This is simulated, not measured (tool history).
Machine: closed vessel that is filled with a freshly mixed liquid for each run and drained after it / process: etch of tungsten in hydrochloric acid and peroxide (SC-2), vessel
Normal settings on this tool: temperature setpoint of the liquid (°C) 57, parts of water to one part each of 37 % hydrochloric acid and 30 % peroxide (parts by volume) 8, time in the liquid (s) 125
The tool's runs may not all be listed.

run	hour	temperature setpoint of the liquid (°C)	parts of water to one part each of 37 % hydrochloric acid and 30 % peroxide (parts by volume)	time in the liquid (s)	read-back film thickness of the tungsten reference wafer, read on the same gauge (nm)	thickness taken off the tungsten on a monitor wafer (nm)
1	0	57	8	125	100	64.33
2	34	57	8	125	100	65.11
3	56.3	57	6.5	125	100	75.96
4	80.7	57	8	125	100	65.2
5	107.3	57	8	110	100	57.07
6	125.2	57	8	110	100.02	57.55
7	154.9	62.5	8	125	100	90.58
8	171.7	57	10.5	125	100	52.95
9	262.3	57	8	125	99.99	64.54
# hour 286.7: thermometer replaced
10	295.5	57	5.5	100	100.01	68.49
# hour 311.1: chemicals flow meter replaced
11	311.6	57	5.5	100	100	63.1
12	325.6	57	5.5	100	100	64.21
# hour 327.1: gauge calibrated
13	352	60	8	125	100.01	72.17
14	385	60	8	125	100.02	71.08
15	411	52.5	10.5	190	100.01	53.2
16	446.7	57	8	125	100	59.35
17	465.7	62	4	60	100.01	63.53
18	491.4	57	11.5	195	100	67.58
19	511.5	47.5	9.5	160	100.02	35.85
20	535.7	57	8	145	100.01	68.99
# hour 560.5: new drum of peroxide connected
21	569.4	57	8	125	100	61.31
22	599.1	54	8	125	99.99	51.45
23	628.2	67	6	55	100	63
24	656	47	12	180	99.99	33.16
25	674	61	11.5	75	100	35.82
26	694.7	57	8	125	100.02	61.92
27	711.2	52.5	10.5	190	100	56.72
28	740.2	57	5	200	99.98	142.05
29	763.4	54	5	125	100	73.04

For some of the steps in thickness taken off the tungsten on a monitor wafer (nm) from one run to the next: how much would appear even if the tool had no hidden state, given the settings, what came in and random variation, and how much remains for the hidden state plus any gauge scatter that the measured result and the result without hidden state don't share?
Hidden conditions of the tool in this case: liquid hotter than its thermometer reads (K); chemicals flow above the setpoint (%); peroxide weaker than its label (%); gauge reads high (%).
Run 10 -> 11: chemicals flow meter replaced. thickness taken off the tungsten on a monitor wafer (nm) -5.39: hidden state -4.92, all else -0.47.
Run 20 -> 21: time in the liquid (s) 145 -> 125, new drum of peroxide connected. thickness taken off the tungsten on a monitor wafer (nm) -7.68: hidden state +3.77, all else -11.45.
Run 27 -> 28: temperature setpoint of the liquid (°C) 52.5 -> 57, parts of water to one part each of 37 % hydrochloric acid and 30 % peroxide (parts by volume) 10.5 -> 5, time in the liquid (s) 190 -> 200. thickness taken off the tungsten on a monitor wafer (nm) +85.33: hidden state +1.08, all else +84.25.
Run 28 -> 29: temperature setpoint of the liquid (°C) 57 -> 54, time in the liquid (s) 200 -> 125. thickness taken off the tungsten on a monitor wafer (nm) -69.01: hidden state -1.2, all else -67.81.

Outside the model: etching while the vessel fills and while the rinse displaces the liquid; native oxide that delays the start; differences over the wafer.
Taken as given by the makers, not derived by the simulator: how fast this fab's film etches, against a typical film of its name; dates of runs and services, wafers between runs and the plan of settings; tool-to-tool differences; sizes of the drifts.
